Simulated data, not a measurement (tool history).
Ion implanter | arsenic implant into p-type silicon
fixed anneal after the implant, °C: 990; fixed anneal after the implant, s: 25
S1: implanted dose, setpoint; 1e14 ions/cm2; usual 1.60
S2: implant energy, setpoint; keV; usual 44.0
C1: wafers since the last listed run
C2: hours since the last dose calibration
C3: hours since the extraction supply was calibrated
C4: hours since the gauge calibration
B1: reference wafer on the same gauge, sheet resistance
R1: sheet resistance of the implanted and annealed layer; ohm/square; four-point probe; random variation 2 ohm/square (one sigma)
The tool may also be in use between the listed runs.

run    hour    S1    S2    C1      C2      C3      C4      B1      R1
  1     0.0  1.60  44.0     0   428.2  5103.3  1456.9  491.62  437.63
  2    82.4  1.60  44.0  2309   510.6  5185.7  1539.3  491.55  440.40
  3   183.7  1.60  44.0  2839   611.9  5287.0  1640.6  492.55  435.42
  4   222.7  1.60  44.0  1093   650.9  5326.0  1679.6  491.37  438.58
  5   306.8  1.60  44.0  2357   735.0  5410.1  1763.7  492.20  433.94
  6   382.3  1.60  48.0  2116   810.5  5485.6  1839.2  490.77  431.40
  7   425.0  1.60  48.0  1196   853.2  5528.3  1881.9  492.58  435.51
  8   520.5  1.60  48.0  2676   948.7  5623.8  1977.4  491.52  432.80
  9   619.0  1.60  44.0  2760  1047.2  5722.3  2075.9  492.92  435.47
 10   673.3  1.60  49.5  1521  1101.5  5776.6  2130.2  491.08  430.06
 11   757.1  1.60  49.5  2348  1185.3  5860.4  2214.0  492.14  431.48
 12   859.2  1.36  37.0  2861  1287.4  5962.5  2316.1  491.76  506.92
 13   954.3  1.36  37.0  2665  1382.5  6057.6  2411.2  492.10  506.29
 14  1039.7  1.60  44.0  2393  1467.9  6143.0  2496.6  491.74  444.36
 15  1114.4  1.60  44.0  2093  1542.6  6217.7  2571.3  490.79  441.12
 16  1153.8  1.60  44.0  1104  1582.0  6257.1  2610.7  492.00  438.85
 17  1196.5  1.60  44.0  1196  1624.7  6299.8  2653.4  492.64  442.21
 18  1241.1  1.60  44.0  1250  1669.3  6344.4  2698.0  492.19  440.63
 19  1316.0  1.12  44.0  2099  1744.2  6419.3  2772.9  491.94  561.60
 20  1377.0  1.14  37.5  1709  1805.2  6480.3  2833.9  491.91  572.70
     1410.2  -- gauge calibrated
     1487.2  -- extraction supply calibrated
 21  1487.7  1.60  44.0  2878  1915.9     0.5    77.5  491.84  445.27
 22  1575.2  1.30  44.0  2452  2003.4    88.0   165.0  491.76  511.74
 23  1642.0  1.28  50.5  1872  2070.2   154.8   231.8  491.30  507.18
     1731.3  -- Faraday cup replaced and dose calibrated
 24  1737.2  1.15  32.0  2444     5.9   250.0   327.0  492.15  554.59
 25  1820.9  1.60  44.0  2345    89.6   333.7   410.7  492.82  416.06
 26  1882.4  1.80  40.0  1723   151.1   395.2   472.2  492.04  385.99
 27  1959.7  2.00  30.0  2166   228.4   472.5   549.5  491.94  377.78
 28  2060.5  1.60  44.0  2825   329.2   573.3   650.3  491.14  414.87
 29  2155.0  1.60  33.0  2648   423.7   667.8   744.8  492.09  439.05
     2201.0  -- Faraday cup replaced and dose calibrated, repeated, since the last time left the tool worse
 30  2201.5  1.41  36.5  1079     0.5   714.3   791.3  490.90  492.69
 31  2261.1  1.75  49.5  1670    60.1   773.9   850.9  491.61  403.44
 32  2349.0  1.95  39.5  2463   148.0   861.8   938.8  492.27  381.67
 33  2407.1  1.32  48.5  1628   206.1   919.9   996.9  492.08  491.29
 34  2447.8  1.95  58.0  1140   246.8   960.6  1037.6  492.21  363.04
 35  2544.1  1.35  44.0  2699   343.1  1056.9  1133.9  492.18  491.27
 36  2591.7  1.98  44.0  1334   390.7  1104.5  1181.5  492.70  372.59
 37  2636.1  1.88  51.0  1244   435.1  1148.9  1225.9  492.28  382.27

Measured less the same run without the tool's hidden state. The same run-to-run variation is in both; the gauge's scatter may not be:
The hidden state here: deviation of the true dose from the Faraday cup's reading, %; deviation of the true energy from its setpoint, %; gauge reads high (%).
run      R1
  1   +1.08
  2   +1.25
  3   +1.47
  4   +1.59
  5   +1.81
  6   +2.03
  7   +2.18
  8   +2.52
  9   +2.96
 10   +3.14
 11   +3.54
 12   +4.78
 13   +5.39
 14   +5.26
 15   +5.70
 16   +5.92
 17   +6.25
 18   +6.55
 19   +8.66
 20   +9.54
 21   +8.49
 22  +10.34
 23  +10.77
 24  -24.61
 25  -18.69
 26  -17.65
 27  -17.69
 28  -18.44
 29  -19.77
 30   +0.90
 31   +0.75
 32   +0.76
 33   +0.97
 34   +0.77
 35   +1.15
 36   +0.98
 37   +1.05
